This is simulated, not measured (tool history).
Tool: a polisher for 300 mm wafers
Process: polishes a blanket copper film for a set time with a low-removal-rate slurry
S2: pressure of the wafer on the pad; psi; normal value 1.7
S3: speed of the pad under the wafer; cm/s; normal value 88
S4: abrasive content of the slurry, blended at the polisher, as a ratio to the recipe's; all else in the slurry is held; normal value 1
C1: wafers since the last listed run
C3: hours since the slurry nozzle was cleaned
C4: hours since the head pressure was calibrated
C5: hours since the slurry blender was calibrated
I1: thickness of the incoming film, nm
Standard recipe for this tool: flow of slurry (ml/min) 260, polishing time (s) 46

{"run": 1, "day": 0.0, "flow of slurry (ml/min)": 260, "S2": 1.7, "S3": 88, "S4": 1, "polishing time (s)": 46, "C1": 0, "wafers polished on this pad": 1473, "C3": 493, "C4": 339.7, "C5": 429.3, "I1": 1200.5, "film removed (nm)": 82.3}
{"day": 0.096, "done": "slurry blender recalibrated"}
{"run": 2, "day": 1.983, "flow of slurry (ml/min)": 260, "S2": 1.7, "S3": 88, "S4": 1, "polishing time (s)": 46, "C1": 294, "wafers polished on this pad": 1767, "C3": 540.6, "C4": 387.3, "C5": 45.3, "I1": 1226.9, "film removed (nm)": 82.2}
{"run": 3, "day": 3.046, "flow of slurry (ml/min)": 260, "S2": 1.7, "S3": 106, "S4": 1, "polishing time (s)": 46, "C1": 164, "wafers polished on this pad": 1932, "C3": 566.1, "C4": 412.8, "C5": 70.8, "I1": 1231.2, "film removed (nm)": 99.7}
{"day": 3.371, "done": "slurry nozzle cleaned"}
{"day": 3.625, "done": "head pressure recalibrated"}
{"run": 4, "day": 4.442, "flow of slurry (ml/min)": 260, "S2": 1.7, "S3": 88, "S4": 1, "polishing time (s)": 39, "C1": 196, "wafers polished on this pad": 2129, "C3": 25.7, "C4": 19.6, "C5": 104.3, "I1": 1201.6, "film removed (nm)": 68.2}
{"run": 5, "day": 5.9, "flow of slurry (ml/min)": 260, "S2": 1.7, "S3": 88, "S4": 1, "polishing time (s)": 39, "C1": 226, "wafers polished on this pad": 2355, "C3": 60.7, "C4": 54.6, "C5": 139.3, "I1": 1218.5, "film removed (nm)": 69.9}
{"day": 6.1, "done": "worn pad replaced by a new one"}
{"run": 6, "day": 12.246, "flow of slurry (ml/min)": 260, "S2": 1.7, "S3": 88, "S4": 1, "polishing time (s)": 39, "C1": 957, "wafers polished on this pad": 952, "C3": 213, "C4": 206.9, "C5": 291.6, "I1": 1219.8, "film removed (nm)": 69.7}
{"run": 7, "day": 13.296, "flow of slurry (ml/min)": 260, "S2": 1.7, "S3": 88, "S4": 1, "polishing time (s)": 46, "C1": 162, "wafers polished on this pad": 1115, "C3": 238.2, "C4": 232.1, "C5": 316.8, "I1": 1214.3, "film removed (nm)": 81.2}
{"run": 8, "day": 14.658, "flow of slurry (ml/min)": 260, "S2": 1.7, "S3": 88, "S4": 1, "polishing time (s)": 46, "C1": 211, "wafers polished on this pad": 1326, "C3": 270.9, "C4": 264.8, "C5": 349.5, "I1": 1215, "film removed (nm)": 79.9}
{"run": 9, "day": 16.458, "flow of slurry (ml/min)": 230, "S2": 1.2, "S3": 88, "S4": 0.7, "polishing time (s)": 39, "C1": 279, "wafers polished on this pad": 1605, "C3": 314.1, "C4": 308, "C5": 392.7, "I1": 1214.8, "film removed (nm)": 45.1}
{"run": 10, "day": 18.6, "flow of slurry (ml/min)": 260, "S2": 1.5, "S3": 106, "S4": 1.2, "polishing time (s)": 46, "C1": 331, "wafers polished on this pad": 1937, "C3": 365.5, "C4": 359.4, "C5": 444.1, "I1": 1222, "film removed (nm)": 93.1}
{"day": 19.888, "done": "slurry blender recalibrated"}
{"run": 11, "day": 20.888, "flow of slurry (ml/min)": 260, "S2": 1.7, "S3": 88, "S4": 1, "polishing time (s)": 46, "C1": 341, "wafers polished on this pad": 2279, "C3": 420.4, "C4": 414.3, "C5": 24, "I1": 1216.9, "film removed (nm)": 82.2}
{"day": 21.408, "done": "worn pad replaced by a new one"}
{"run": 12, "day": 22.038, "flow of slurry (ml/min)": 260, "S2": 1.4, "S3": 68, "S4": 1, "polishing time (s)": 46, "C1": 152, "wafers polished on this pad": 97, "C3": 448, "C4": 441.9, "C5": 51.6, "I1": 1220.2, "film removed (nm)": 55}
{"run": 13, "day": 23.754, "flow of slurry (ml/min)": 260, "S2": 1.7, "S3": 88, "S4": 1, "polishing time (s)": 32, "C1": 266, "wafers polished on this pad": 363, "C3": 489.2, "C4": 483.1, "C5": 92.8, "I1": 1217.4, "film removed (nm)": 56.1}
{"day": 23.846, "done": "head pressure recalibrated"}
{"run": 14, "day": 25.375, "flow of slurry (ml/min)": 335, "S2": 2.1, "S3": 88, "S4": 1.1, "polishing time (s)": 37, "C1": 238, "wafers polished on this pad": 602, "C3": 528.1, "C4": 36.7, "C5": 131.7, "I1": 1237.4, "film removed (nm)": 81.8}
{"day": 26.883, "done": "slurry nozzle cleaned"}
{"run": 15, "day": 26.942, "flow of slurry (ml/min)": 260, "S2": 1.7, "S3": 88, "S4": 1.1, "polishing time (s)": 56, "C1": 236, "wafers polished on this pad": 838, "C3": 1.4, "C4": 74.3, "C5": 169.3, "I1": 1213.9, "film removed (nm)": 98.7}
{"run": 16, "day": 29.183, "flow of slurry (ml/min)": 260, "S2": 1.9, "S3": 78, "S4": 1, "polishing time (s)": 55, "C1": 347, "wafers polished on this pad": 1186, "C3": 55.2, "C4": 128.1, "C5": 223.1, "I1": 1225.9, "film removed (nm)": 95.2}
{"run": 17, "day": 30.912, "flow of slurry (ml/min)": 260, "S2": 2.2, "S3": 102, "S4": 0.75, "polishing time (s)": 62, "C1": 268, "wafers polished on this pad": 1454, "C3": 96.7, "C4": 169.6, "C5": 264.6, "I1": 1224.5, "film removed (nm)": 141.9}
{"run": 18, "day": 33.254, "flow of slurry (ml/min)": 260, "S2": 2.1, "S3": 106, "S4": 1, "polishing time (s)": 46, "C1": 362, "wafers polished on this pad": 1817, "C3": 152.9, "C4": 225.8, "C5": 320.8, "I1": 1221.1, "film removed (nm)": 118.6}
{"run": 19, "day": 34.721, "flow of slurry (ml/min)": 260, "S2": 1.7, "S3": 88, "S4": 1, "polishing time (s)": 46, "C1": 227, "wafers polished on this pad": 2044, "C3": 188.1, "C4": 261, "C5": 356, "I1": 1237.8, "film removed (nm)": 79.9}
{"run": 20, "day": 35.996, "flow of slurry (ml/min)": 260, "S2": 1.7, "S3": 88, "S4": 1, "polishing time (s)": 46, "C1": 197, "wafers polished on this pad": 2241, "C3": 218.7, "C4": 291.6, "C5": 386.6, "I1": 1239.6, "film removed (nm)": 82.4}
{"run": 21, "day": 38.45, "flow of slurry (ml/min)": 260, "S2": 1.7, "S3": 88, "S4": 1, "polishing time (s)": 46, "C1": 380, "wafers polished on this pad": 2622, "C3": 277.6, "C4": 350.5, "C5": 445.5, "I1": 1209.7, "film removed (nm)": 83.5}
{"day": 38.688, "done": "slurry blender recalibrated"}
{"day": 40.354, "done": "worn pad replaced by a new one"}
{"run": 22, "day": 40.642, "flow of slurry (ml/min)": 260, "S2": 1.7, "S3": 88, "S4": 1, "polishing time (s)": 39, "C1": 300, "wafers polished on this pad": 44, "C3": 330.2, "C4": 403.1, "C5": 46.9, "I1": 1222.5, "film removed (nm)": 70}
{"day": 41.671, "done": "head pressure recalibrated"}
{"run": 23, "day": 43.146, "flow of slurry (ml/min)": 260, "S2": 1.7, "S3": 88, "S4": 1, "polishing time (s)": 46, "C1": 375, "wafers polished on this pad": 419, "C3": 390.3, "C4": 35.4, "C5": 107, "I1": 1211.6, "film removed (nm)": 81}
{"run": 24, "day": 44.688, "flow of slurry (ml/min)": 220, "S2": 1.4, "S3": 116, "S4": 0.85, "polishing time (s)": 46, "C1": 238, "wafers polished on this pad": 658, "C3": 427.3, "C4": 72.4, "C5": 144, "I1": 1211.5, "film removed (nm)": 85}
{"run": 25, "day": 46.308, "flow of slurry (ml/min)": 260, "S2": 1.7, "S3": 88, "S4": 1, "polishing time (s)": 46, "C1": 251, "wafers polished on this pad": 910, "C3": 466.2, "C4": 111.3, "C5": 182.9, "I1": 1226.8, "film removed (nm)": 81.2}
{"run": 26, "day": 49.021, "flow of slurry (ml/min)": 260, "S2": 1.7, "S3": 88, "S4": 1, "polishing time (s)": 46, "C1": 420, "wafers polished on this pad": 1330, "C3": 531.3, "C4": 176.4, "C5": 248, "I1": 1230.5, "film removed (nm)": 82}
{"run": 27, "day": 51.725, "flow of slurry (ml/min)": 220, "S2": 1.2, "S3": 88, "S4": 0.8, "polishing time (s)": 59, "C1": 419, "wafers polished on this pad": 1749, "C3": 596.2, "C4": 241.3, "C5": 312.9, "I1": 1205.9, "film removed (nm)": 72.3}
{"day": 53.725, "done": "slurry nozzle cleaned"}
{"run": 28, "day": 54.325, "flow of slurry (ml/min)": 260, "S2": 1.2, "S3": 88, "S4": 1, "polishing time (s)": 59, "C1": 396, "wafers polished on this pad": 2146, "C3": 14.4, "C4": 303.7, "C5": 375.3, "I1": 1230.8, "film removed (nm)": 77.2}
{"day": 55.629, "done": "worn pad replaced by a new one"}
{"run": 29, "day": 56.258, "flow of slurry (ml/min)": 260, "S2": 2.2, "S3": 88, "S4": 0.75, "polishing time (s)": 46, "C1": 273, "wafers polished on this pad": 97, "C3": 60.8, "C4": 350.1, "C5": 421.7, "I1": 1248, "film removed (nm)": 92}
{"day": 56.704, "done": "slurry blender recalibrated"}
{"run": 30, "day": 59.192, "flow of slurry (ml/min)": 260, "S2": 2.2, "S3": 88, "S4": 1, "polishing time (s)": 35, "C1": 441, "wafers polished on this pad": 539, "C3": 131.2, "C4": 420.5, "C5": 59.7, "I1": 1239.8, "film removed (nm)": 76.3}

4 options for the next run, each taken on its own from the tool as it stands now. Forecast them:
{"run": "A", "day": 59.208, "flow of slurry (ml/min)": 260, "S2": 1.7, "S3": 88, "S4": 1, "polishing time (s)": 46, "C1": 2, "wafers polished on this pad": 541, "C3": 131.6, "C4": 420.9, "C5": 60.1, "I1": 1211.8, "film removed (nm)": "?"}
{"run": "B", "day": 59.208, "flow of slurry (ml/min)": 260, "S2": 1.7, "S3": 112, "S4": 1, "polishing time (s)": 46, "C1": 2, "wafers polished on this pad": 541, "C3": 131.6, "C4": 420.9, "C5": 60.1, "I1": 1211.8, "film removed (nm)": "?"}
{"run": "C", "day": 59.208, "flow of slurry (ml/min)": 260, "S2": 1.2, "S3": 88, "S4": 1, "polishing time (s)": 52, "C1": 2, "wafers polished on this pad": 541, "C3": 131.6, "C4": 420.9, "C5": 60.1, "I1": 1211.8, "film removed (nm)": "?"}
{"run": "D", "day": 59.208, "flow of slurry (ml/min)": 260, "S2": 1.7, "S3": 88, "S4": 1, "polishing time (s)": 35, "C1": 2, "wafers polished on this pad": 541, "C3": 131.6, "C4": 420.9, "C5": 60.1, "I1": 1211.8, "film removed (nm)": "?"}

run=A film_removed_(nm)=82
run=B film_removed_(nm)=104.4
run=C film_removed_(nm)=70.7
run=D film_removed_(nm)=62.4
With the hidden condition removed and each run's random variation left untouched, the same runs would have given:
run=A film_removed_(nm)=82
run=B film_removed_(nm)=104.4
run=C film_removed_(nm)=70.7
run=D film_removed_(nm)=62.4
